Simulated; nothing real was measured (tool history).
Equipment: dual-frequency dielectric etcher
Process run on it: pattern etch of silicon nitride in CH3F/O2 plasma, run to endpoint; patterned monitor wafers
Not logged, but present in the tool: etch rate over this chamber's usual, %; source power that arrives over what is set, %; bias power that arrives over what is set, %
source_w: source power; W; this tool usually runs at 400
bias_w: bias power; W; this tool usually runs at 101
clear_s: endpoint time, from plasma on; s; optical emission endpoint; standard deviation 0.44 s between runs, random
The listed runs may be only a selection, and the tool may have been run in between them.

run   hour  source_w  bias_w  wafers since the last listed run  hours since the last wet clean  hours since the last source power generator calibration  hours since the last bias power generator calibration  hours since the last upper electrode change  incoming incoming film thickness, nm  clear_s
  1    0.0       430     101                                 0                           227.9                                                   3970.4                                                 2846.0                                       4219.4                                  99.5    113.3
  2   30.3       400     101                               203                           258.2                                                   4000.7                                                 2876.3                                       4249.7                                  99.7    116.5
  3   52.6       400     101                               149                           280.5                                                   4023.0                                                 2898.6                                       4272.0                                  98.4    114.9
  4   83.3       400      95                               205                           311.2                                                   4053.7                                                 2929.3                                       4302.7                                  99.8    118.6
  5  142.1       400      95                               394                           370.0                                                   4112.5                                                 2988.1                                       4361.5                                  98.8    117.1
  6  164.5       400      95                               150                           392.4                                                   4134.9                                                 3010.5                                       4383.9                                 100.3    119.1
     192.9  -- wet clean of the chamber
  7  193.4       400     101                                32                             0.5                                                   4163.8                                                 3039.4                                       4412.8                                  99.5    120.1
  8  194.8       400     101                                 9                             1.9                                                   4165.2                                                 3040.8                                       4414.2                                  98.4    118.8
  9  207.9       400     101                                87                            15.0                                                   4178.3                                                 3053.9                                       4427.3                                  98.5    118.6
 10  243.7       470     101                               240                            50.8                                                   4214.1                                                 3089.7                                       4463.1                                 100.2    112.1
 11  270.1       400      88                               177                            77.2                                                   4240.5                                                 3116.1                                       4489.5                                  99.3    125.3
 12  298.1       430     109                               187                           105.2                                                   4268.5                                                 3144.1                                       4517.5                                  98.7    110.2
 13  314.4       400     101                               109                           121.5                                                   4284.8                                                 3160.4                                       4533.8                                  99.5    117.8
 14  329.0       400     101                                97                           136.1                                                   4299.4                                                 3175.0                                       4548.4                                  99.6    117.7
 15  353.5       400     101                               164                           160.6                                                   4323.9                                                 3199.5                                       4572.9                                  98.3    116.2
 16  381.2       310      88                               185                           188.3                                                   4351.6                                                 3227.2                                       4600.6                                  99.6    138.6
 17  394.6       470      84                                89                           201.7                                                   4365.0                                                 3240.6                                       4614.0                                  99.7    119.4
 18  423.3       470     112                               192                           230.4                                                   4393.7                                                 3269.3                                       4642.7                                  98.5    102.7
 19  444.6       400      83                               142                           251.7                                                   4415.0                                                 3290.6                                       4664.0                                 100.2    127.1
 20  468.1       310      92                               157                           275.2                                                   4438.5                                                 3314.1                                       4687.5                                  98.6    132.3
 21  495.1       400     101                               181                           302.2                                                   4465.5                                                 3341.1                                       4714.5                                  98.8    114.3
 22  516.4       360      90                               142                           323.5                                                   4486.8                                                 3362.4                                       4735.8                                  99.3    126.4
     538.4  -- bias power generator calibrated
     540.4  -- source power generator calibrated
     542.3  -- wet clean of the chamber
 23  542.8       350     126                               124                             0.5                                                      2.4                                                    4.4                                       4762.2                                  98.9    114.0
 24  550.0       340     113                                48                             7.7                                                      9.6                                                   11.6                                       4769.4                                 100.6    123.3
     592.0  -- upper electrode replaced
 25  592.5       350     112                               124                            50.2                                                     52.1                                                   54.1                                          0.5                                  99.7    120.5
 26  592.9       400      78                                 2                            50.6                                                     52.5                                                   54.5                                          0.9                                  99.6    132.9
 27  612.4       340     115                               130                            70.1                                                     72.0                                                   74.0                                         20.4                                 100.0    120.2
 28  645.7       450      78                               223                           103.4                                                    105.3                                                  107.3                                         53.7                                  99.3    126.6
 29  741.5       310      93                               642                           199.2                                                    201.1                                                  203.1                                        149.5                                  99.6    134.6
 30  777.5       340     122                               241                           235.2                                                    237.1                                                  239.1                                        185.5                                 100.8    115.1
 31  794.0       370     101                               110                           251.7                                                    253.6                                                  255.6                                        202.0                                 100.2    119.7
 32  820.8       430     123                               179                           278.5                                                    280.4                                                  282.4                                        228.8                                 100.4    103.4
 33  833.3       440     121                                83                           291.0                                                    292.9                                                  294.9                                        241.3                                  99.9    102.6
 34  847.8       400     101                                97                           305.5                                                    307.4                                                  309.4                                        255.8                                  99.4    115.0

Some steps in clear_s between neighbouring runs. How much of each would the tool show without its hidden state too (settings, what came in, random variation), and how much is left for the hidden state, with any gauge scatter that isn't in both results?
Run 6 -> 7: bias_w 95 -> 101, wet clean of the chamber. clear_s +1.0 s: hidden state +5.3, all else -4.3.
Run 15 -> 16: source_w 400 -> 310, bias_w 101 -> 88. clear_s +22.4 s: hidden state -0.9, all else +23.3.
Run 18 -> 19: source_w 470 -> 400, bias_w 112 -> 83. clear_s +24.4 s: hidden state -1.0, all else +25.4.
Run 22 -> 23: source_w 360 -> 350, bias_w 90 -> 126, bias power generator calibrated, source power generator calibrated, wet clean of the chamber. clear_s -12.4 s: hidden state +5.4, all else -17.8.
Run 28 -> 29: source_w 450 -> 310, bias_w 78 -> 93. clear_s +8.0 s: hidden state -1.9, all else +9.9.
Run 29 -> 30: source_w 310 -> 340, bias_w 93 -> 122. clear_s -19.5 s: hidden state +0.0, all else -19.5.
